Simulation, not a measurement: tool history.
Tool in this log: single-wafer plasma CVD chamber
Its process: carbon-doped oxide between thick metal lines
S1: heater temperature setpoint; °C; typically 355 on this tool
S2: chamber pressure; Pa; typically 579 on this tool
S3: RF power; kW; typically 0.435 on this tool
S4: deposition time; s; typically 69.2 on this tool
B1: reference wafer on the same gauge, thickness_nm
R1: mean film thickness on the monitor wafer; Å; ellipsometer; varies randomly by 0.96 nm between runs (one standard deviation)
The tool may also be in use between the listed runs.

Run 1, hour 0: usual settings; B1 308.141. Result: R1 3018.45 Å.
Run 2, hour 70.1: usual settings; B1 308.202. Result: R1 3017.71 Å.
Run 3, hour 166.7: usual settings; B1 308.014. Result: R1 2977.61 Å.
Run 4, hour 274.3: usual settings; B1 308.13. Result: R1 2965.33 Å.
At hour 307.1: RF generator calibrated.
Run 5, hour 353.8: usual settings but S4 61.3 s; B1 307.945. Result: R1 2711.7 Å.
Run 6, hour 427.3: usual settings but S4 78.5 s; B1 307.893. Result: R1 3440.06 Å.
Run 7, hour 505.1: usual settings; B1 308.182. Result: R1 3062.26 Å.
Run 8, hour 548.7: usual settings; B1 307.836. Result: R1 3046.61 Å.
Run 9, hour 585: usual settings; B1 307.877. Result: R1 3049.62 Å.
Run 10, hour 656.8: usual settings but S2 537 Pa; B1 307.911. Result: R1 3004.54 Å.
Run 11, hour 760: usual settings; B1 307.965. Result: R1 3052.94 Å.
Run 12, hour 854.2: usual settings; B1 307.613. Result: R1 3044.75 Å.
Run 13, hour 924.3: usual settings but S4 65.4 s; B1 307.804. Result: R1 2845.5 Å.
Run 14, hour 1007.3: usual settings but S2 539 Pa, S3 0.505 kW; B1 308.377. Result: R1 3286.39 Å.
Run 15, hour 1044.6: usual settings but S1 342 °C, S3 0.485 kW, S4 75.7 s; B1 307.933. Result: R1 3690.34 Å.
Run 16, hour 1250.9: usual settings but S2 629 Pa, S3 0.39 kW; B1 307.959. Result: R1 2799.33 Å.
Run 17, hour 1310.9: usual settings but S1 363 °C, S2 697 Pa, S3 0.49 kW, S4 62.3 s; B1 307.988. Result: R1 2936.37 Å.
Run 18, hour 1387: usual settings but S1 343 °C, S4 64.4 s; B1 308.075. Result: R1 2846.87 Å.
Run 19, hour 1455.3: usual settings but S1 367 °C, S2 487 Pa, S3 0.39 kW, S4 78.9 s; B1 307.695. Result: R1 2934.24 Å.
At hour 1467.2: RF generator calibrated.
Run 20, hour 1542.6: usual settings but S1 350 °C, S3 0.405 kW; B1 307.818. Result: R1 2944.38 Å.
Run 21, hour 1589.5: usual settings; B1 307.83. Result: R1 3047.12 Å.
At hour 1647.2: gauge calibrated.
At hour 1650.6: showerhead replaced.
Run 22, hour 1667.9: usual settings but S1 361 °C, S2 681 Pa, S3 0.395 kW, S4 82.7 s; B1 308.241. Result: R1 3428.05 Å.
At hour 1678.5: capacitance manometer re-zeroed and calibrated.
At hour 1721.6: thermocouple changed; heater temperature recalibrated.
Run 23, hour 1750: usual settings but S1 366 °C, S2 699 Pa, S3 0.51 kW, S4 58.5 s; B1 308.266. Result: R1 2893.52 Å.
Run 24, hour 1791.4: usual settings but S4 78.5 s; B1 307.711. Result: R1 3464.66 Å.
Run 25, hour 2104.7: usual settings; B1 307.768. Result: R1 3014.1 Å.
Run 26, hour 2171.8: usual settings but S2 633 Pa, S4 73.8 s; B1 307.732. Result: R1 3277.53 Å.

Branching from run 26: 5 alternative next runs. What would each branch give?
Run A, hour 2172.2: usual settings but S4 75.3 s; B1 ?. Result: R1 ?.
Run B, hour 2172.2: usual settings but S1 343 °C, S2 459 Pa, S3 0.365 kW, S4 58.4 s; B1 ?. Result: R1 ?.
Run C, hour 2172.2: usual settings but S2 493 Pa, S3 0.505 kW, S4 81 s; B1 ?. Result: R1 ?.
Run D, hour 2172.2: usual settings but S1 342 °C, S2 480 Pa, S4 57.9 s; B1 ?. Result: R1 ?.
Run E, hour 2172.2: usual settings but S1 340 °C, S2 440 Pa, S3 0.4 kW, S4 77.9 s; B1 ?. Result: R1 ?.

run       B1       R1
  A  307.926  3287.67
  B  307.926  2255.94
  C  307.926  3803.49
  D  307.926  2560.52
  E  307.926  3222.35
With no hidden state in the tool, these same runs would have given:
run       R1
  A  3336.36
  B  2290.82
  C   3851.7
  D  2598.45
  E  3270.07
